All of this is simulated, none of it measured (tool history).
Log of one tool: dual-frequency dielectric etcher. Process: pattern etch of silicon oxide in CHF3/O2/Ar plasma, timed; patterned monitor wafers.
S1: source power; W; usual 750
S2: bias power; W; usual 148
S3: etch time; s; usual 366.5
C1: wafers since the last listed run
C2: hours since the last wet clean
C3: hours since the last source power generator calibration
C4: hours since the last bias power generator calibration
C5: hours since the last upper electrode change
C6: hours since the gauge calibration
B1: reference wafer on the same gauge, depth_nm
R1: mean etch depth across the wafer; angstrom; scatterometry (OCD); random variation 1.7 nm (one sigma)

Run 1, hour 0: usual settings but S2 157 W; C1 0; C2 171; C3 3162.1; C4 1398.6; C5 3118.2; C6 794.7; B1 857.1. Result: R1 7324 angstrom.
Run 2, hour 39: usual settings but S2 135 W; C1 205; C2 210; C3 3201.1; C4 1437.6; C5 3157.2; C6 833.7; B1 857.2. Result: R1 7051 angstrom.
At hour 53.4: gauge calibrated.
Run 3, hour 109.2: usual settings but S2 135 W; C1 370; C2 280.2; C3 3271.3; C4 1507.8; C5 3227.4; C6 55.8; B1 857.1. Result: R1 7036 angstrom.
Run 4, hour 146.3: usual settings; C1 195; C2 317.3; C3 3308.4; C4 1544.9; C5 3264.5; C6 92.9; B1 857.2. Result: R1 7213 angstrom.
Run 5, hour 186: usual settings; C1 209; C2 357; C3 3348.1; C4 1584.6; C5 3304.2; C6 132.6; B1 856.7. Result: R1 7229 angstrom.
Run 6, hour 221.1: usual settings; C1 185; C2 392.1; C3 3383.2; C4 1619.7; C5 3339.3; C6 167.7; B1 857.1. Result: R1 7197 angstrom.
Run 7, hour 292.8: usual settings; C1 378; C2 463.8; C3 3454.9; C4 1691.4; C5 3411; C6 239.4; B1 856.7. Result: R1 7204 angstrom.
Run 8, hour 317.6: usual settings; C1 130; C2 488.6; C3 3479.7; C4 1716.2; C5 3435.8; C6 264.2; B1 857.2. Result: R1 7219 angstrom.
At hour 348.3: wet clean of the chamber.
Run 9, hour 365.2: usual settings; C1 124; C2 16.9; C3 3527.3; C4 1763.8; C5 3483.4; C6 311.8; B1 857.4. Result: R1 7190 angstrom.
Run 10, hour 406.6: usual settings but S1 690 W; C1 218; C2 58.3; C3 3568.7; C4 1805.2; C5 3524.8; C6 353.2; B1 857.2. Result: R1 6914 angstrom.
Run 11, hour 437.9: usual settings but S1 690 W; C1 165; C2 89.6; C3 3600; C4 1836.5; C5 3556.1; C6 384.5; B1 856.8. Result: R1 6904 angstrom.
Run 12, hour 498.8: usual settings; C1 321; C2 150.5; C3 3660.9; C4 1897.4; C5 3617; C6 445.4; B1 857.3. Result: R1 7212 angstrom.
Run 13, hour 559.1: usual settings but S1 820 W, S2 116 W, S3 278.5 s; C1 318; C2 210.8; C3 3721.2; C4 1957.7; C5 3677.3; C6 505.7; B1 856.8. Result: R1 5392 angstrom.
At hour 601.4: source power generator calibrated.
Run 14, hour 613: usual settings but S2 112 W; C1 263; C2 264.7; C3 11.6; C4 2011.6; C5 3731.2; C6 559.6; B1 857.1. Result: R1 6684 angstrom.
At hour 649.8: bias power generator calibrated.
Run 15, hour 651.3: usual settings but S1 630 W, S2 117 W; C1 181; C2 303; C3 49.9; C4 1.5; C5 3769.5; C6 597.9; B1 857.1. Result: R1 6121 angstrom.
Run 16, hour 676: usual settings but S1 680 W; C1 130; C2 327.7; C3 74.6; C4 26.2; C5 3794.2; C6 622.6; B1 857.5. Result: R1 6842 angstrom.
Run 17, hour 702.3: usual settings but S2 119 W, S3 319 s; C1 138; C2 354; C3 100.9; C4 52.5; C5 3820.5; C6 648.9; B1 857.3. Result: R1 5918 angstrom.
At hour 759.2: upper electrode replaced.
Run 18, hour 759.7: usual settings; C1 176; C2 411.4; C3 158.3; C4 109.9; C5 0.5; C6 706.3; B1 856.4. Result: R1 7224 angstrom.
Run 19, hour 786.1: usual settings; C1 139; C2 437.8; C3 184.7; C4 136.3; C5 26.9; C6 732.7; B1 856.9. Result: R1 7209 angstrom.
At hour 863.6: wet clean of the chamber.
Run 20, hour 864.1: usual settings but S1 900 W; C1 285; C2 0.5; C3 262.7; C4 214.3; C5 104.9; C6 810.7; B1 856.6. Result: R1 7946 angstrom.
At hour 901.4: gauge calibrated.
Run 21, hour 909.3: usual settings but S1 870 W, S3 309 s; C1 238; C2 45.7; C3 307.9; C4 259.5; C5 150.1; C6 7.9; B1 857.2. Result: R1 6600 angstrom.
Run 22, hour 1079.9: usual settings but S3 321.5 s; C1 900; C2 216.3; C3 478.5; C4 430.1; C5 320.7; C6 178.5; B1 857. Result: R1 6340 angstrom.
Run 23, hour 1116.6: usual settings; C1 193; C2 253; C3 515.2; C4 466.8; C5 357.4; C6 215.2; B1 856.7. Result: R1 7207 angstrom.
Run 24, hour 1143.1: usual settings but S3 338.5 s; C1 139; C2 279.5; C3 541.7; C4 493.3; C5 383.9; C6 241.7; B1 857. Result: R1 6655 angstrom.

3 ways to go on from here, each from the tool as it stands after run 24. What would each give?
Run A, hour 1143.6: usual settings but S3 395 s; C1 2; C2 280; C3 542.2; C4 493.8; C5 384.4; C6 242.2; B1 ?. Result: R1 ?.
Run B, hour 1143.6: usual settings but S1 670 W, S2 114 W, S3 302 s; C1 2; C2 280; C3 542.2; C4 493.8; C5 384.4; C6 242.2; B1 ?. Result: R1 ?.
Run C, hour 1143.6: usual settings but S1 840 W, S2 178 W, S3 461.5 s; C1 2; C2 280; C3 542.2; C4 493.8; C5 384.4; C6 242.2; B1 ?. Result: R1 ?.

run     B1     R1
  A  856.7   7786
  B  856.7   5207
  C  856.7  10185
Without the tool's hidden state the same runs would have given:
run     R1
  A   7786
  B   5207
  C  10185
